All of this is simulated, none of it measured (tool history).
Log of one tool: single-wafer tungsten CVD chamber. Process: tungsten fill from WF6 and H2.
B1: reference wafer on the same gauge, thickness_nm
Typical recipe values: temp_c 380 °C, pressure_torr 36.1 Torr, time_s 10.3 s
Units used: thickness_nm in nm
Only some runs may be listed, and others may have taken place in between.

run 1 hour=0.0 | temp_c=390 pressure_torr=40.5 time_s=10.3 | B1=20.291 | thickness_nm=28.950
run 2 hour=25.3 | temp_c=380 pressure_torr=36.1 time_s=10.3 | B1=20.318 | thickness_nm=23.601
run 3 hour=83.0 | temp_c=380 pressure_torr=36.1 time_s=10.3 | B1=20.337 | thickness_nm=23.512
run 4 hour=116.5 | temp_c=380 pressure_torr=36.1 time_s=10.3 | B1=20.393 | thickness_nm=23.249
run 5 hour=167.6 | temp_c=380 pressure_torr=36.1 time_s=10.3 | B1=20.444 | thickness_nm=23.385
run 6 hour=235.4 | temp_c=380 pressure_torr=36.1 time_s=10.3 | B1=20.528 | thickness_nm=23.485
run 7 hour=279.7 | temp_c=380 pressure_torr=30.4 time_s=10.3 | B1=20.579 | thickness_nm=22.124
-- hour=313.5 thermocouple changed; heater temperature recalibrated
-- hour=384.0 showerhead replaced
-- hour=399.5 gauge calibrated
run 8 hour=442.3 | temp_c=380 pressure_torr=36.1 time_s=10.3 | B1=20.094 | thickness_nm=23.103
run 9 hour=485.3 | temp_c=380 pressure_torr=36.1 time_s=10.3 | B1=20.125 | thickness_nm=23.012
run 10 hour=534.1 | temp_c=380 pressure_torr=36.1 time_s=10.3 | B1=20.164 | thickness_nm=22.816
run 11 hour=567.5 | temp_c=380 pressure_torr=36.1 time_s=10.3 | B1=20.143 | thickness_nm=22.827
run 12 hour=635.5 | temp_c=380 pressure_torr=36.1 time_s=8.7 | B1=20.160 | thickness_nm=19.727
run 13 hour=695.3 | temp_c=380 pressure_torr=36.1 time_s=10.3 | B1=20.212 | thickness_nm=23.168
run 14 hour=734.6 | temp_c=380 pressure_torr=31.1 time_s=11.2 | B1=20.264 | thickness_nm=23.928
-- hour=780.2 capacitance manometer re-zeroed and calibrated
run 15 hour=785.3 | temp_c=380 pressure_torr=36.1 time_s=8.7 | B1=20.261 | thickness_nm=19.445
run 16 hour=809.7 | temp_c=385 pressure_torr=29.2 time_s=10.3 | B1=20.291 | thickness_nm=23.743
run 17 hour=850.3 | temp_c=387 pressure_torr=30.7 time_s=8.6 | B1=20.315 | thickness_nm=21.039
run 18 hour=889.6 | temp_c=371 pressure_torr=32.9 time_s=11.8 | B1=20.356 | thickness_nm=22.135
run 19 hour=951.1 | temp_c=380 pressure_torr=36.1 time_s=11.6 | B1=20.429 | thickness_nm=26.831
run 20 hour=993.1 | temp_c=380 pressure_torr=44.9 time_s=10.3 | B1=20.458 | thickness_nm=25.602

Here are 4 independent what-if runs from the current tool condition. What would each one return?
run A hour=993.5 | temp_c=380 pressure_torr=36.1 time_s=10.3 | B1=? | thickness_nm=?
run B hour=993.5 | temp_c=368 pressure_torr=27.9 time_s=12.4 | B1=? | thickness_nm=?
run C hour=993.5 | temp_c=372 pressure_torr=29.6 time_s=8.7 | B1=? | thickness_nm=?
run D hour=993.5 | temp_c=380 pressure_torr=36.1 time_s=8.6 | B1=? | thickness_nm=?

run=A B1=20.503 thickness_nm=23.645
run=B B1=20.503 thickness_nm=20.872
run=C B1=20.503 thickness_nm=16.075
run=D B1=20.503 thickness_nm=19.729
With the hidden condition removed and each run's random variation left untouched, the same runs would have given:
run=A thickness_nm=23.319
run=B thickness_nm=20.584
run=C thickness_nm=15.853
run=D thickness_nm=19.457
